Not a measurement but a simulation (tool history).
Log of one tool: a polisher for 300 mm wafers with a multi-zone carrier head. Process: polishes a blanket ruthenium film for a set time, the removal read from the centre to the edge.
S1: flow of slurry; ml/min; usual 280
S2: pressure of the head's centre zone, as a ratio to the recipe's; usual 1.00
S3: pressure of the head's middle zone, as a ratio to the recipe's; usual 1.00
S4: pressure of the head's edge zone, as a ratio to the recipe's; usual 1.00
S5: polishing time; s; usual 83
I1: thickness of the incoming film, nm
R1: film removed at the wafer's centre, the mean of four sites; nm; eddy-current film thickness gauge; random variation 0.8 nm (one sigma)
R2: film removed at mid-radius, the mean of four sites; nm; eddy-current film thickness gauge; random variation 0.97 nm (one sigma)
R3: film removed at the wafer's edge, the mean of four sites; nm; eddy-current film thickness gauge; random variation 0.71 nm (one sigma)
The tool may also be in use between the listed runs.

run 1 hour=0.0 | S1=280 S2=1.00 S3=1.05 S4=1.00 S5=83 | I1=456.8 | R1=59.6 R2=66.9 R3=63.7
run 2 hour=24.4 | S1=280 S2=1.00 S3=1.05 S4=1.00 S5=83 | I1=463.5 | R1=60.0 R2=65.8 R3=62.6
-- hour=90.6 worn pad replaced by a new one
run 3 hour=91.1 | S1=280 S2=1.00 S3=1.05 S4=1.00 S5=83 | I1=461.0 | R1=58.8 R2=63.4 R3=62.3
run 4 hour=148.5 | S1=280 S2=1.00 S3=1.00 S4=1.00 S5=83 | I1=457.3 | R1=57.7 R2=61.3 R3=61.6
run 5 hour=175.0 | S1=280 S2=1.00 S3=1.00 S4=1.00 S5=83 | I1=458.7 | R1=57.6 R2=60.7 R3=60.9
run 6 hour=234.1 | S1=280 S2=1.00 S3=1.00 S4=1.00 S5=83 | I1=455.8 | R1=55.7 R2=61.3 R3=62.1
-- hour=265.7 slurry nozzle cleaned
-- hour=278.8 edge zone pressure recalibrated
run 7 hour=321.2 | S1=280 S2=1.00 S3=1.00 S4=1.07 S5=83 | I1=466.3 | R1=60.7 R2=63.8 R3=66.8
run 8 hour=352.7 | S1=280 S2=1.04 S3=1.00 S4=1.00 S5=83 | I1=463.5 | R1=61.8 R2=65.0 R3=64.2
-- hour=368.5 worn pad replaced by a new one
run 9 hour=414.3 | S1=325 S2=1.00 S3=1.00 S4=1.00 S5=70 | I1=461.0 | R1=49.5 R2=55.1 R3=54.7
run 10 hour=454.0 | S1=255 S2=1.00 S3=1.00 S4=1.00 S5=107 | I1=464.2 | R1=70.2 R2=78.7 R3=79.7
-- hour=463.0 centre zone pressure recalibrated
run 11 hour=482.4 | S1=325 S2=1.10 S3=1.10 S4=1.07 S5=83 | I1=463.7 | R1=69.2 R2=69.0 R3=65.0
-- hour=506.1 carrier head's membrane replaced by a new one
run 12 hour=539.6 | S1=280 S2=0.89 S3=1.00 S4=0.89 S5=83 | I1=458.0 | R1=52.5 R2=60.5 R3=59.7
run 13 hour=566.8 | S1=375 S2=1.00 S3=1.00 S4=1.00 S5=83 | I1=464.9 | R1=64.5 R2=65.1 R3=65.6
run 14 hour=605.4 | S1=280 S2=1.00 S3=1.00 S4=1.00 S5=83 | I1=461.7 | R1=59.1 R2=60.3 R3=60.8
-- hour=630.8 slurry nozzle cleaned
run 15 hour=663.0 | S1=220 S2=1.06 S3=0.89 S4=1.00 S5=75 | I1=463.3 | R1=59.0 R2=51.4 R3=57.6
-- hour=710.0 worn pad replaced by a new one
run 16 hour=726.3 | S1=280 S2=1.00 S3=1.00 S4=1.00 S5=83 | I1=468.2 | R1=61.3 R2=62.8 R3=64.9
run 17 hour=767.7 | S1=280 S2=1.00 S3=1.00 S4=1.00 S5=83 | I1=463.2 | R1=61.6 R2=62.5 R3=63.7
run 18 hour=823.1 | S1=280 S2=1.00 S3=1.00 S4=1.00 S5=63 | I1=456.4 | R1=45.6 R2=46.9 R3=47.9
run 19 hour=851.6 | S1=280 S2=1.00 S3=1.00 S4=1.00 S5=83 | I1=453.1 | R1=58.8 R2=62.7 R3=62.4
run 20 hour=896.8 | S1=280 S2=1.00 S3=1.00 S4=1.00 S5=63 | I1=460.8 | R1=43.7 R2=46.1 R3=47.7
run 21 hour=950.7 | S1=350 S2=1.00 S3=1.00 S4=1.00 S5=83 | I1=466.0 | R1=59.4 R2=64.1 R3=64.2
-- hour=983.6 slurry nozzle cleaned
run 22 hour=1004.6 | S1=280 S2=0.94 S3=1.00 S4=1.00 S5=83 | I1=454.1 | R1=59.2 R2=66.1 R3=65.4

Hidden state or all else? Some run-to-run changes of R1, split into what the settings, what came in and random variation would give without the hidden state, and what is left for the hidden state (with any gauge scatter that isn't in both results):
The hidden state here: removal rate lost through wear of the pad, %; slurry flow missing at the pad, %; deviation of the centre zone's pressure from its setpoint, %; deviation of the edge zone's pressure from its setpoint, %.
Run 9 -> 10: S1 325 -> 255, S5 70 -> 107. R1 +20.7 nm: hidden state -6.3, all else +27.0.
Run 10 -> 11: S1 255 -> 325, S2 1.00 -> 1.10, S3 1.00 -> 1.10, S4 1.00 -> 1.07, S5 107 -> 83, centre zone pressure recalibrated. R1 -1.0 nm: hidden state +8.7, all else -9.7.
Run 11 -> 12: S1 325 -> 280, S2 1.10 -> 0.89, S3 1.10 -> 1.00, S4 1.07 -> 0.89, carrier head's membrane replaced by a new one. R1 -16.7 nm: hidden state -0.4, all else -16.3.

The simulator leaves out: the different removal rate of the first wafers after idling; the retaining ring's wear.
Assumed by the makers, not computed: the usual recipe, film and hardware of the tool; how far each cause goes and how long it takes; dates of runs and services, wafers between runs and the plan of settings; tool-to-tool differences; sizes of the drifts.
